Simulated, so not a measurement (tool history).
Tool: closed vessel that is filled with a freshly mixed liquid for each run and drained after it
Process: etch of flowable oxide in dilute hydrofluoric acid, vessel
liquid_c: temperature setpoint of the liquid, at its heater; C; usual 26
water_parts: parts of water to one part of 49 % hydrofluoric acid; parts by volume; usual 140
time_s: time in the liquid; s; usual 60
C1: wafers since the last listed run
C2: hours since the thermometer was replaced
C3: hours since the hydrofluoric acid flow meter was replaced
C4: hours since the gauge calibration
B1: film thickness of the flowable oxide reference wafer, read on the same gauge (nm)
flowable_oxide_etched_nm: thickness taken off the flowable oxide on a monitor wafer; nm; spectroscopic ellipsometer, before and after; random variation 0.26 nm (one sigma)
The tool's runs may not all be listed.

run 1 hour=0 | liquid_c=26 water_parts=140 time_s=60 | C1=0 C2=642.8 C3=1555.3 C4=569.1 | B1=70 | flowable_oxide_etched_nm=31.06
-- hour=13.7 gauge calibrated
-- hour=19.4 thermometer replaced
run 2 hour=40.8 | liquid_c=26 water_parts=140 time_s=60 | C1=4287 C2=21.4 C3=1596.1 C4=27.1 | B1=70.01 | flowable_oxide_etched_nm=29.85
run 3 hour=132.1 | liquid_c=26 water_parts=140 time_s=60 | C1=9836 C2=112.7 C3=1687.4 C4=118.4 | B1=70.01 | flowable_oxide_etched_nm=29.48
run 4 hour=189.9 | liquid_c=26 water_parts=140 time_s=60 | C1=6227 C2=170.5 C3=1745.2 C4=176.2 | B1=70.01 | flowable_oxide_etched_nm=29.71
run 5 hour=236.8 | liquid_c=26 water_parts=140 time_s=60 | C1=5052 C2=217.4 C3=1792.1 C4=223.1 | B1=70 | flowable_oxide_etched_nm=30.1
run 6 hour=328 | liquid_c=26 water_parts=140 time_s=60 | C1=9825 C2=308.6 C3=1883.3 C4=314.3 | B1=69.99 | flowable_oxide_etched_nm=29.97
-- hour=429.4 hydrofluoric acid flow meter replaced
run 7 hour=432.1 | liquid_c=26 water_parts=140 time_s=60 | C1=11107 C2=412.7 C3=2.7 C4=418.4 | B1=69.98 | flowable_oxide_etched_nm=30.99
-- hour=525.4 gauge calibrated
run 8 hour=528.4 | liquid_c=30 water_parts=140 time_s=60 | C1=10375 C2=509 C3=99 C4=3 | B1=70.01 | flowable_oxide_etched_nm=35.08
-- hour=603.8 thermometer replaced
run 9 hour=612.6 | liquid_c=28.5 water_parts=90 time_s=60 | C1=8963 C2=8.8 C3=183.2 C4=87.2 | B1=70 | flowable_oxide_etched_nm=53.29
run 10 hour=671.5 | liquid_c=23.5 water_parts=105 time_s=85 | C1=6345 C2=67.7 C3=242.1 C4=146.1 | B1=69.98 | flowable_oxide_etched_nm=52.23
run 11 hour=726.8 | liquid_c=27.5 water_parts=140 time_s=70 | C1=5957 C2=123 C3=297.4 C4=201.4 | B1=69.98 | flowable_oxide_etched_nm=36.47
run 12 hour=798.4 | liquid_c=26 water_parts=140 time_s=60 | C1=7714 C2=194.6 C3=369 C4=273 | B1=70.02 | flowable_oxide_etched_nm=29.34
run 13 hour=843.2 | liquid_c=26 water_parts=140 time_s=60 | C1=4826 C2=239.4 C3=413.8 C4=317.8 | B1=69.99 | flowable_oxide_etched_nm=29.55

The next listed run, before its measurement:
run 14 hour=889 | liquid_c=26 water_parts=85 time_s=60 | C1=4934 C2=285.2 C3=459.6 C4=363.6 | B1=? | flowable_oxide_etched_nm=?

Run 14 gave B1 70.01, flowable_oxide_etched_nm 52.24 nm.
Without the tool's hidden state the same run would have given flowable_oxide_etched_nm 50.61 nm.
